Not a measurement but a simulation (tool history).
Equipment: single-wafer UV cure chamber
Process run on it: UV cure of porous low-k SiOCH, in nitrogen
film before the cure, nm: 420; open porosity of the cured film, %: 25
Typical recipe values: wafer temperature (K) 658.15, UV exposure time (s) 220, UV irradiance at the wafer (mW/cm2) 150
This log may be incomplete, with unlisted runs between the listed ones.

run	hour	wafer temperature (K)	UV exposure time (s)	UV irradiance at the wafer (mW/cm2)	wafers since the last listed run	hours since the UV bulbs were replaced	wafers since the quartz window was cleaned	loss of film thickness in the cure (%)
1	0.0	653.15	220	150	0	414.3	3271	14.543
2	50.9	653.15	220	150	407	465.2	3679	14.811
3	103.6	653.15	220	150	421	517.9	4101	14.533
4	157.1	658.15	220	150	428	571.4	4529	14.711
5	197.5	658.15	220	150	323	611.8	4852	15.065
# hour 222.9: quartz window cleaned
6	223.4	658.15	220	150	143	637.7	3	14.602
7	254.2	658.15	220	150	246	668.5	250	14.735
8	312.9	658.15	220	150	470	727.2	720	14.911
9	373.0	658.15	220	150	481	787.3	1201	14.885
10	410.8	658.15	220	150	302	825.1	1504	15.286
11	446.2	658.15	220	139	283	860.5	1788	14.575
12	476.1	658.15	220	139	239	890.4	2027	14.404
13	512.9	658.15	220	150	294	927.2	2322	14.884
14	578.1	651.15	135	150	522	992.4	2844	12.179
15	638.5	658.15	220	150	483	1052.8	3327	15.059
16	686.5	658.15	220	150	384	1100.8	3712	14.534
17	726.1	668.15	270	174	317	1140.4	4029	17.016
18	773.7	658.15	220	150	381	1188.0	4410	15.031
# hour 784.1: quartz window cleaned
19	809.0	658.15	345	111	218	1223.3	199	15.823
# hour 834.7: UV bulbs replaced
20	843.7	658.15	300	150	213	9.0	413	16.270
21	876.8	651.15	185	134	265	42.1	678	13.288
22	1071.6	658.15	185	150	1559	236.9	2238	14.186
23	1132.9	664.15	95	116	490	298.2	2728	9.181
24	1192.1	658.15	220	150	474	357.4	3203	14.675
25	1305.1	658.15	285	164	904	470.4	4107	16.550
# hour 1328.2: quartz window cleaned
26	1344.7	658.15	220	164	253	510.0	132	15.050
27	1397.6	658.15	155	150	423	562.9	555	13.382
28	1434.5	658.15	220	150	295	599.8	851	14.940
29	1478.5	643.15	220	129	352	643.8	1203	13.761
30	1635.4	658.15	220	150	1256	800.7	2459	14.646
31	1665.2	646.15	220	116	238	830.5	2698	13.480
32	1726.7	658.15	255	183	492	892.0	3191	16.669
33	1780.8	649.15	220	170	433	946.1	3624	15.410

What differs in the tool's unlogged condition from the final listed run ahead of each entry between runs to the first listed run following it?
Logged between run 5 and run 6: quartz window cleaned (hour 222.9)
  no hidden state differs between the two runs
Logged between run 18 and run 19: quartz window cleaned (hour 784.1)
  no hidden state differs between the two runs
Logged between run 19 and run 20: UV bulbs replaced (hour 834.7)
  no hidden state differs between the two runs
Logged between run 25 and run 26: quartz window cleaned (hour 1328.2)
  no hidden state differs between the two runs
